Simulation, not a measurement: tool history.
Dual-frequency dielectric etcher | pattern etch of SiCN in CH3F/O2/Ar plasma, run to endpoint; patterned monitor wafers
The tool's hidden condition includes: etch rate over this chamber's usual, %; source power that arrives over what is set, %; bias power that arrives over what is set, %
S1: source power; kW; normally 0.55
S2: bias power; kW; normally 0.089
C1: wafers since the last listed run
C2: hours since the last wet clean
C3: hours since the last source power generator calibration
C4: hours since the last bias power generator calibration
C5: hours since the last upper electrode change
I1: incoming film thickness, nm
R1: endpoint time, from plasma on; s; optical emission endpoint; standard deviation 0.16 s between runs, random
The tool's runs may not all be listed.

Run 1, hour 0: usual settings; C1 0; C2 470.2; C3 955.9; C4 3074; C5 2215.7; I1 8.06. Result: R1 17.1 s.
Run 2, hour 42.6: usual settings; C1 455; C2 512.8; C3 998.5; C4 3116.6; C5 2258.3; I1 8.08. Result: R1 16.8 s.
Run 3, hour 133.9: usual settings; C1 976; C2 604.1; C3 1089.8; C4 3207.9; C5 2349.6; I1 8.07. Result: R1 16.8 s.
At hour 163.7: wet clean of the chamber.
Run 4, hour 175.8: usual settings; C1 191; C2 12.1; C3 1131.7; C4 3249.8; C5 2391.5; I1 8.1. Result: R1 17.3 s.
Run 5, hour 252: usual settings; C1 814; C2 88.3; C3 1207.9; C4 3326; C5 2467.7; I1 8.05. Result: R1 17.5 s.
Run 6, hour 319.2: usual settings; C1 718; C2 155.5; C3 1275.1; C4 3393.2; C5 2534.9; I1 8.05. Result: R1 17.3 s.
Run 7, hour 425.4: usual settings; C1 1135; C2 261.7; C3 1381.3; C4 3499.4; C5 2641.1; I1 8.13. Result: R1 17.3 s.
At hour 642.1: bias power generator calibrated.
At hour 679.3: wet clean of the chamber.
Run 8, hour 697.3: usual settings; C1 2607; C2 18; C3 1653.2; C4 55.2; C5 2913; I1 8.11. Result: R1 17.6 s.
Run 9, hour 744.6: usual settings; C1 505; C2 65.3; C3 1700.5; C4 102.5; C5 2960.3; I1 8.13. Result: R1 17.8 s.
At hour 784: upper electrode replaced.
Run 10, hour 911.2: usual settings but S2 0.077 kW; C1 1524; C2 231.9; C3 1867.1; C4 269.1; C5 127.2; I1 8.15. Result: R1 18.3 s.
Run 11, hour 960.4: usual settings; C1 526; C2 281.1; C3 1916.3; C4 318.3; C5 176.4; I1 8.11. Result: R1 17.1 s.
Run 12, hour 1061.6: usual settings; C1 1081; C2 382.3; C3 2017.5; C4 419.5; C5 277.6; I1 8.04. Result: R1 17.2 s.
Run 13, hour 1145.1: usual settings but S1 0.65 kW, S2 0.099 kW; C1 892; C2 465.8; C3 2101; C4 503; C5 361.1; I1 8.14. Result: R1 15.4 s.
At hour 1161.5: source power generator calibrated.
At hour 1229: wet clean of the chamber.
Run 14, hour 1229.5: usual settings but S1 0.65 kW, S2 0.107 kW; C1 603; C2 0.5; C3 68; C4 587.4; C5 445.5; I1 8.11. Result: R1 15.8 s.
Run 15, hour 1279.2: usual settings but S1 0.45 kW; C1 531; C2 50.2; C3 117.7; C4 637.1; C5 495.2; I1 8.1. Result: R1 19.4 s.
Run 16, hour 1354.4: usual settings but S1 0.44 kW, S2 0.101 kW; C1 804; C2 125.4; C3 192.9; C4 712.3; C5 570.4; I1 8.09. Result: R1 18.6 s.
Run 17, hour 1391.6: usual settings but S1 0.64 kW, S2 0.072 kW; C1 397; C2 162.6; C3 230.1; C4 749.5; C5 607.6; I1 8.14. Result: R1 17.5 s.
Run 18, hour 1484.7: usual settings but S1 0.68 kW, S2 0.069 kW; C1 995; C2 255.7; C3 323.2; C4 842.6; C5 700.7; I1 8.09. Result: R1 16.9 s.
Run 19, hour 1539.5: usual settings but S1 0.67 kW, S2 0.082 kW; C1 585; C2 310.5; C3 378; C4 897.4; C5 755.5; I1 8.13. Result: R1 16.1 s.
Run 20, hour 1624.3: usual settings but S1 0.62 kW; C1 906; C2 395.3; C3 462.8; C4 982.2; C5 840.3; I1 8.16. Result: R1 16.3 s.
Run 21, hour 1671.2: usual settings; C1 501; C2 442.2; C3 509.7; C4 1029.1; C5 887.2; I1 8.12. Result: R1 16.9 s.
Run 22, hour 1775.5: usual settings; C1 1115; C2 546.5; C3 614; C4 1133.4; C5 991.5; I1 8.04. Result: R1 16.6 s.
At hour 1800.6: wet clean of the chamber.
Run 23, hour 1873.4: usual settings but S1 0.63 kW, S2 0.075 kW; C1 790; C2 72.8; C3 711.9; C4 1231.3; C5 1089.4; I1 8.09. Result: R1 17.3 s.

What if the next run were any one of these 5? Each begins from the tool's condition after run 23:
Run A, hour 1873.8: usual settings; C1 4; C2 73.2; C3 712.3; C4 1231.7; C5 1089.8; I1 8.13. Result: R1 ?.
Run B, hour 1873.8: usual settings but S1 0.51 kW, S2 0.078 kW; C1 4; C2 73.2; C3 712.3; C4 1231.7; C5 1089.8; I1 8.13. Result: R1 ?.
Run C, hour 1873.8: usual settings but S2 0.081 kW; C1 4; C2 73.2; C3 712.3; C4 1231.7; C5 1089.8; I1 8.13. Result: R1 ?.
Run D, hour 1873.8: usual settings but S1 0.59 kW, S2 0.107 kW; C1 4; C2 73.2; C3 712.3; C4 1231.7; C5 1089.8; I1 8.13. Result: R1 ?.
Run E, hour 1873.8: usual settings but S1 0.45 kW, S2 0.107 kW; C1 4; C2 73.2; C3 712.3; C4 1231.7; C5 1089.8; I1 8.13. Result: R1 ?.

run    R1
  A  17.8
  B  19.1
  C  18.3
  D  16.4
  E  18.5
The same runs, with their run-to-run variation unchanged, on a tool lacking any hidden condition would have given:
run    R1
  A  17.9
  B  19.2
  C  18.4
  D  16.5
  E  18.6

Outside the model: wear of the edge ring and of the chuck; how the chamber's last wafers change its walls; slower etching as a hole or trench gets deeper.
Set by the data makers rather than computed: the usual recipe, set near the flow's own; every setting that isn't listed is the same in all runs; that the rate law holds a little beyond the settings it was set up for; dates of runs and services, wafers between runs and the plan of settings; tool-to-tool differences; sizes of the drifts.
